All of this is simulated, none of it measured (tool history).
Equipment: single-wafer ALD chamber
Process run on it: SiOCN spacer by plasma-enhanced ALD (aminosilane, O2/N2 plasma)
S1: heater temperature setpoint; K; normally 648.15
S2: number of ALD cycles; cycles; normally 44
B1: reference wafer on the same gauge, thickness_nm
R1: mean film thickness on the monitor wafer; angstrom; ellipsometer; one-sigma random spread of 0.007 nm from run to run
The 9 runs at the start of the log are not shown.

run 10 day=26.838 | S1=648.15 S2=44 | B1=3.288 | R1=27.51
run 11 day=28.912 | S1=648.15 S2=44 | B1=3.286 | R1=27.47
run 12 day=30.029 | S1=648.15 S2=44 | B1=3.283 | R1=27.44
run 13 day=32.679 | S1=648.15 S2=44 | B1=3.282 | R1=27.38
run 14 day=33.967 | S1=648.15 S2=44 | B1=3.279 | R1=27.27
run 15 day=36.892 | S1=648.15 S2=38 | B1=3.276 | R1=23.61
run 16 day=38.583 | S1=633.15 S2=36 | B1=3.276 | R1=22.27
run 17 day=40.792 | S1=648.15 S2=37 | B1=3.274 | R1=23
-- day=42.483 thermocouple changed; heater temperature recalibrated
run 18 day=43.517 | S1=636.15 S2=44 | B1=3.273 | R1=27.19
run 19 day=45.996 | S1=636.15 S2=52 | B1=3.271 | R1=32.24
run 20 day=48.438 | S1=648.15 S2=41 | B1=3.269 | R1=25.31
-- day=48.775 gauge calibrated
run 21 day=49.454 | S1=648.15 S2=44 | B1=3.352 | R1=27.92
run 22 day=51.938 | S1=638.15 S2=48 | B1=3.337 | R1=30.28
run 23 day=53.1 | S1=657.15 S2=47 | B1=3.331 | R1=29.66
run 24 day=54.433 | S1=648.15 S2=44 | B1=3.326 | R1=27.68
run 25 day=56.962 | S1=654.15 S2=52 | B1=3.314 | R1=32.56
run 26 day=59.788 | S1=648.15 S2=44 | B1=3.303 | R1=27.56
run 27 day=61.004 | S1=657.15 S2=51 | B1=3.299 | R1=31.86
run 28 day=63.171 | S1=648.15 S2=44 | B1=3.295 | R1=27.4
run 29 day=64.446 | S1=661.15 S2=42 | B1=3.291 | R1=26.08
run 30 day=66.758 | S1=648.15 S2=44 | B1=3.287 | R1=27.34
run 31 day=68.692 | S1=640.15 S2=44 | B1=3.281 | R1=27.38

Alternative continuations, all from the tool just after run 31; predict every row:
run A day=68.712 | S1=648.15 S2=51 | B1=? | R1=?
run B day=68.712 | S1=655.15 S2=44 | B1=? | R1=?
run C day=68.712 | S1=640.15 S2=42 | B1=? | R1=?
run D day=68.712 | S1=660.15 S2=41 | B1=? | R1=?
run E day=68.712 | S1=660.15 S2=48 | B1=? | R1=?

run=A B1=3.281 R1=31.75
run=B B1=3.281 R1=27.39
run=C B1=3.281 R1=26.15
run=D B1=3.281 R1=25.52
run=E B1=3.281 R1=29.88
What these runs would have given with no unlogged condition in the tool:
run=A R1=32.6
run=B R1=28.12
run=C R1=26.84
run=D R1=26.2
run=E R1=30.68
